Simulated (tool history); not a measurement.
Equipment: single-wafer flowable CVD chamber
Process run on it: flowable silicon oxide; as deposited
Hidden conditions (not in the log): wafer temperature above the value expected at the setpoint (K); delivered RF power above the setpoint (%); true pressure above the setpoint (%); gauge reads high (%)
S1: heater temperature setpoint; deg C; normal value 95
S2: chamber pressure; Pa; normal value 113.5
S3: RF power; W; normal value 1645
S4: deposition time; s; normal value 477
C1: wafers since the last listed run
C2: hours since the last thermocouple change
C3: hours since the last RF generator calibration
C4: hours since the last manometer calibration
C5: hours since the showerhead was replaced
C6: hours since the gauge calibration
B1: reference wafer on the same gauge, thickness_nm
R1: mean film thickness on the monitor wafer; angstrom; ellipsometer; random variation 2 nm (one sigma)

run 1 hour=0 | S1=95 S2=113.5 S3=1645 S4=477 | C1=0 C2=847.5 C3=2566.5 C4=1052.1 C5=26.5 C6=471.9 | B1=341.427 | R1=3487.82
-- hour=12.3 gauge calibrated
-- hour=17.4 RF generator calibrated
run 2 hour=17.8 | S1=95 S2=113.5 S3=1645 S4=477 | C1=35 C2=865.3 C3=0.4 C4=1069.9 C5=44.3 C6=5.5 | B1=341.816 | R1=3473.18
run 3 hour=24.2 | S1=95 S2=113.5 S3=1645 S4=477 | C1=23 C2=871.7 C3=6.8 C4=1076.3 C5=50.7 C6=11.9 | B1=341.613 | R1=3494.81
-- hour=33.4 capacitance manometer re-zeroed and calibrated
run 4 hour=33.9 | S1=95 S2=113.5 S3=1645 S4=477 | C1=6 C2=881.4 C3=16.5 C4=0.5 C5=60.4 C6=21.6 | B1=342.495 | R1=3515.48
run 5 hour=44.3 | S1=91 S2=113.5 S3=1645 S4=477 | C1=37 C2=891.8 C3=26.9 C4=10.9 C5=70.8 C6=32 | B1=341.2 | R1=4096.17
run 6 hour=51.3 | S1=106 S2=113.5 S3=1645 S4=477 | C1=25 C2=898.8 C3=33.9 C4=17.9 C5=77.8 C6=39 | B1=342.346 | R1=2282.89
run 7 hour=67.8 | S1=95 S2=113.5 S3=1800 S4=477 | C1=59 C2=915.3 C3=50.4 C4=34.4 C5=94.3 C6=55.5 | B1=341.839 | R1=3549.39
run 8 hour=78.5 | S1=95 S2=113.5 S3=1645 S4=477 | C1=38 C2=926 C3=61.1 C4=45.1 C5=105 C6=66.2 | B1=341.796 | R1=3499.21
run 9 hour=94.5 | S1=95 S2=113.5 S3=1645 S4=477 | C1=57 C2=942 C3=77.1 C4=61.1 C5=121 C6=82.2 | B1=341.29 | R1=3485.89
run 10 hour=108.9 | S1=108 S2=113.5 S3=1645 S4=477 | C1=52 C2=956.4 C3=91.5 C4=75.5 C5=135.4 C6=96.6 | B1=342.202 | R1=2143.93
run 11 hour=123.1 | S1=95 S2=113.5 S3=1645 S4=477 | C1=51 C2=970.6 C3=105.7 C4=89.7 C5=149.6 C6=110.8 | B1=342.889 | R1=3474.55
run 12 hour=132.3 | S1=105 S2=113.5 S3=1885 S4=477 | C1=33 C2=979.8 C3=114.9 C4=98.9 C5=158.8 C6=120 | B1=341.951 | R1=2451.4
-- hour=149.8 thermocouple changed; heater temperature recalibrated
run 13 hour=183.2 | S1=95 S2=113.5 S3=1645 S4=437 | C1=155 C2=33.4 C3=165.8 C4=149.8 C5=209.7 C6=170.9 | B1=341.776 | R1=3335.83
run 14 hour=200.8 | S1=107 S2=113.5 S3=1645 S4=517 | C1=63 C2=51 C3=183.4 C4=167.4 C5=227.3 C6=188.5 | B1=342.132 | R1=2528.02
run 15 hour=214 | S1=108 S2=113.5 S3=1390 S4=477 | C1=47 C2=64.2 C3=196.6 C4=180.6 C5=240.5 C6=201.7 | B1=341.759 | R1=2120.33
run 16 hour=230.5 | S1=95 S2=113.5 S3=1645 S4=477 | C1=59 C2=80.7 C3=213.1 C4=197.1 C5=257 C6=218.2 | B1=342.258 | R1=3703.01
run 17 hour=237.7 | S1=95 S2=113.5 S3=1530 S4=411 | C1=26 C2=87.9 C3=220.3 C4=204.3 C5=264.2 C6=225.4 | B1=342.097 | R1=3093.26
run 18 hour=245.7 | S1=95 S2=113.5 S3=1645 S4=477 | C1=28 C2=95.9 C3=228.3 C4=212.3 C5=272.2 C6=233.4 | B1=341.548 | R1=3665.53
run 19 hour=257.7 | S1=95 S2=113.5 S3=1645 S4=477 | C1=43 C2=107.9 C3=240.3 C4=224.3 C5=284.2 C6=245.4 | B1=341.558 | R1=3669.35
run 20 hour=270.8 | S1=80 S2=113.5 S3=1395 S4=436 | C1=47 C2=121 C3=253.4 C4=237.4 C5=297.3 C6=258.5 | B1=342.347 | R1=5398.31
run 21 hour=286.5 | S1=89 S2=102.7 S3=1945 S4=477 | C1=56 C2=136.7 C3=269.1 C4=253.1 C5=313 C6=274.2 | B1=341.227 | R1=4375.67
run 22 hour=295.4 | S1=95 S2=113.5 S3=1645 S4=477 | C1=32 C2=145.6 C3=278 C4=262 C5=321.9 C6=283.1 | B1=342.249 | R1=3681.98
run 23 hour=304.9 | S1=84 S2=113.5 S3=1645 S4=477 | C1=34 C2=155.1 C3=287.5 C4=271.5 C5=331.4 C6=292.6 | B1=342.812 | R1=5422.22
run 24 hour=311.1 | S1=95 S2=87.3 S3=1385 S4=446 | C1=22 C2=161.3 C3=293.7 C4=277.7 C5=337.6 C6=298.8 | B1=342.156 | R1=2580.44
run 25 hour=326 | S1=95 S2=113.5 S3=1645 S4=477 | C1=53 C2=176.2 C3=308.6 C4=292.6 C5=352.5 C6=313.7 | B1=342.178 | R1=3695.57
run 26 hour=333.8 | S1=84 S2=113.5 S3=1645 S4=385 | C1=28 C2=184 C3=316.4 C4=300.4 C5=360.3 C6=321.5 | B1=341.741 | R1=4387.48
run 27 hour=342.4 | S1=95 S2=113.5 S3=1645 S4=477 | C1=31 C2=192.6 C3=325 C4=309 C5=368.9 C6=330.1 | B1=342.209 | R1=3677.03
run 28 hour=348.8 | S1=101 S2=113.5 S3=1645 S4=477 | C1=23 C2=199 C3=331.4 C4=315.4 C5=375.3 C6=336.5 | B1=341.248 | R1=2920.59

Some steps in R1 between neighbouring runs. How much of each would the tool show without its hidden state too (settings, what came in, random variation), and how much is left for the hidden state, with any gauge scatter that isn't in both results?
Run 5 -> 6: S1 91 -> 106. R1 -1813.28 angstrom: hidden state +88.02, all else -1901.3.
Run 12 -> 13: S1 105 -> 95, S3 1885 -> 1645, S4 477 -> 437, thermocouple changed; heater temperature recalibrated. R1 +884.43 angstrom: hidden state +154.03, all else +730.4.
Run 23 -> 24: S1 84 -> 95, S2 113.5 -> 87.3, S3 1645 -> 1385, S4 477 -> 446. R1 -2841.78 angstrom: hidden state -8.63, all else -2833.15.
